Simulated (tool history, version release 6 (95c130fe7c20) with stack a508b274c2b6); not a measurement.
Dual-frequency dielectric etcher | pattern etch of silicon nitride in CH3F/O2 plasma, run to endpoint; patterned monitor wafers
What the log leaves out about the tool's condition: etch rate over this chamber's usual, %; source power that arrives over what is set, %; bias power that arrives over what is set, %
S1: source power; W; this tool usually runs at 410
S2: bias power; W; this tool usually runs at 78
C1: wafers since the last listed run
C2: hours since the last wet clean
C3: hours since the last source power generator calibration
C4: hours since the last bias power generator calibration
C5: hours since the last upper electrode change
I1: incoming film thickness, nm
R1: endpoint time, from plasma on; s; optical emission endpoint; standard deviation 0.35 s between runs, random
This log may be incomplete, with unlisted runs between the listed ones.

run,day,S1,S2,C1,C2,C3,C4,C5,I1,R1
1,0.000,410,78,0,470.8,4192.0,2048.8,5509.0,78.5,85.0
2,0.483,410,78,104,482.4,4203.6,2060.4,5520.6,78.3,84.5
3,1.067,410,78,126,496.4,4217.6,2074.4,5534.6,78.8,85.8
4,1.350,410,78,61,503.2,4224.4,2081.2,5541.4,78.8,85.4
5,2.029,410,78,146,519.5,4240.7,2097.5,5557.7,78.9,85.5
# day 3.138: wet clean of the chamber
6,3.158,410,69,27,0.5,4267.8,2124.6,5584.8,78.8,90.5
7,3.171,410,69,2,0.8,4268.1,2124.9,5585.1,78.8,91.3
# day 3.471: bias power generator calibrated
8,3.492,410,90,33,8.5,4275.8,0.5,5592.8,78.9,85.4
9,3.946,410,90,98,19.4,4286.7,11.4,5603.7,78.2,84.7
# day 4.967: source power generator calibrated
10,5.779,410,58,360,63.4,19.5,55.4,5647.7,78.2,92.4
# day 6.912: upper electrode replaced
11,6.933,410,78,33,91.1,47.2,83.1,0.5,78.6,87.3
12,6.950,350,78,3,91.5,47.6,83.5,0.9,78.6,94.1
13,6.967,450,90,3,91.9,48.0,83.9,1.3,78.7,81.0
14,7.329,490,61,78,100.6,56.7,92.6,10.0,79.5,85.1
15,7.825,410,61,107,112.5,68.6,104.5,21.9,78.9,91.7
16,8.421,410,78,128,126.8,82.9,118.8,36.2,78.0,85.7
17,9.017,490,67,128,141.1,97.2,133.1,50.5,78.7,81.9

Run 18, settings as shown, results not yet in. Your forecast:
18,9.575,440,78,120,154.5,110.6,146.5,63.9,78.5,?

{"run 18": {"R1": 83.5}}
With the hidden condition absent and the run-to-run variation left alone, this run would have shown R1 85.8 s.
